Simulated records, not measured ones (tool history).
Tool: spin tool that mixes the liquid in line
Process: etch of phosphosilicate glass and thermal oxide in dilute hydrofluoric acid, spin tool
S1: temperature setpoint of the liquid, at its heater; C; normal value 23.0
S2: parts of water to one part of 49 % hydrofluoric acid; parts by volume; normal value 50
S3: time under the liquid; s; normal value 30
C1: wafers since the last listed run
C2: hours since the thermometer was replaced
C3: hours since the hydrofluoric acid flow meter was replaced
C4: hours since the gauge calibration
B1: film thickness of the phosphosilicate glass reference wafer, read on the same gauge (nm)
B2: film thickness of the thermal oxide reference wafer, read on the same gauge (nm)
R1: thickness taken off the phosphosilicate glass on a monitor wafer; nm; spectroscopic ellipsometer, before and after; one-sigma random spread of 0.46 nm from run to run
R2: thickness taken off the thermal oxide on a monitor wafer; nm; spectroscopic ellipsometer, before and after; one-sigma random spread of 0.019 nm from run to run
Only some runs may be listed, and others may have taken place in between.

run	hour	S1	S2	S3	C1	C2	C3	C4	B1	B2	R1	R2
1	0.0	25.5	50	30	0	1962.7	1052.3	901.0	150.04	89.994	74.27	3.530
2	50.0	25.5	50	30	937	2012.7	1102.3	951.0	149.97	89.999	75.38	3.580
3	79.3	25.5	50	30	549	2042.0	1131.6	980.3	150.02	90.006	74.55	3.563
4	107.7	23.0	50	45	532	2070.4	1160.0	1008.7	150.00	89.994	100.67	4.844
5	162.4	23.0	50	45	1025	2125.1	1214.7	1063.4	150.01	90.003	101.91	4.867
6	217.0	20.5	50	30	1023	2179.7	1269.3	1118.0	149.97	89.970	61.51	2.965
7	269.9	20.5	50	30	991	2232.6	1322.2	1170.9	150.01	90.019	62.60	2.950
8	337.3	20.5	50	30	1263	2300.0	1389.6	1238.3	150.01	89.996	62.44	2.959
9	405.2	23.0	65	30	1272	2367.9	1457.5	1306.2	149.97	90.016	53.12	2.505
10	458.1	25.0	35	40	991	2420.8	1510.4	1359.1	149.99	89.988	146.11	7.059
# hour 495.4: thermometer replaced
11	524.5	23.0	50	15	1226	29.1	1576.8	1425.5	150.00	89.996	31.23	1.497
12	556.1	23.0	50	30	592	60.7	1608.4	1457.1	150.00	90.028	62.25	2.950
13	583.4	21.0	35	20	511	88.0	1635.7	1484.4	150.01	89.999	55.43	2.642
# hour 626.5: hydrofluoric acid flow meter replaced
14	652.3	25.0	50	50	1272	156.9	25.8	1553.3	150.01	90.012	103.31	4.972
15	707.8	24.5	70	40	1040	212.4	81.3	1608.8	150.03	90.025	56.58	2.756
16	765.5	23.0	50	30	1081	270.1	139.0	1666.5	149.98	90.051	57.57	2.803
17	815.0	23.0	50	30	928	319.6	188.5	1716.0	150.03	89.983	58.91	2.810
18	858.7	23.0	30	40	819	363.3	232.2	1759.7	149.98	89.996	132.88	6.428
19	899.5	24.5	70	50	764	404.1	273.0	1800.5	150.00	90.017	72.29	3.478
# hour 904.6: gauge calibrated
20	946.6	19.0	50	40	883	451.2	320.1	42.0	150.00	89.980	66.92	3.242
21	1011.4	25.5	50	30	1214	516.0	384.9	106.8	149.97	90.020	66.08	3.138
22	1216.6	19.5	60	35	3846	721.2	590.1	312.0	150.01	90.042	50.65	2.410
23	1284.1	23.0	25	45	1265	788.7	657.6	379.5	149.99	90.006	191.97	9.065
24	1338.1	24.5	35	15	1012	842.7	711.6	433.5	150.02	90.033	47.70	2.278
25	1383.6	27.0	75	30	853	888.2	757.1	479.0	150.00	89.984	46.41	2.256
26	1415.9	25.0	50	20	605	920.5	789.4	511.3	149.98	90.009	44.67	2.144

Each row is a separate what-if for the run after 26, all from the same tool condition, not one after another. Results?
A	1416.3	27.5	50	30	7	920.9	789.8	511.7	?	?	?	?
B	1416.3	26.0	50	30	7	920.9	789.8	511.7	?	?	?	?
C	1416.3	25.0	65	30	7	920.9	789.8	511.7	?	?	?	?
D	1416.3	25.5	65	35	7	920.9	789.8	511.7	?	?	?	?

run	B1	B2	R1	R2
A	150.03	90.015	74.22	3.583
B	150.03	90.015	69.90	3.375
C	150.03	90.015	50.61	2.443
D	150.03	90.015	60.24	2.908
Without the tool's hidden state the same runs would have given:
run	R1	R2
A	68.71	3.317
B	64.68	3.123
C	46.82	2.260
D	55.73	2.691

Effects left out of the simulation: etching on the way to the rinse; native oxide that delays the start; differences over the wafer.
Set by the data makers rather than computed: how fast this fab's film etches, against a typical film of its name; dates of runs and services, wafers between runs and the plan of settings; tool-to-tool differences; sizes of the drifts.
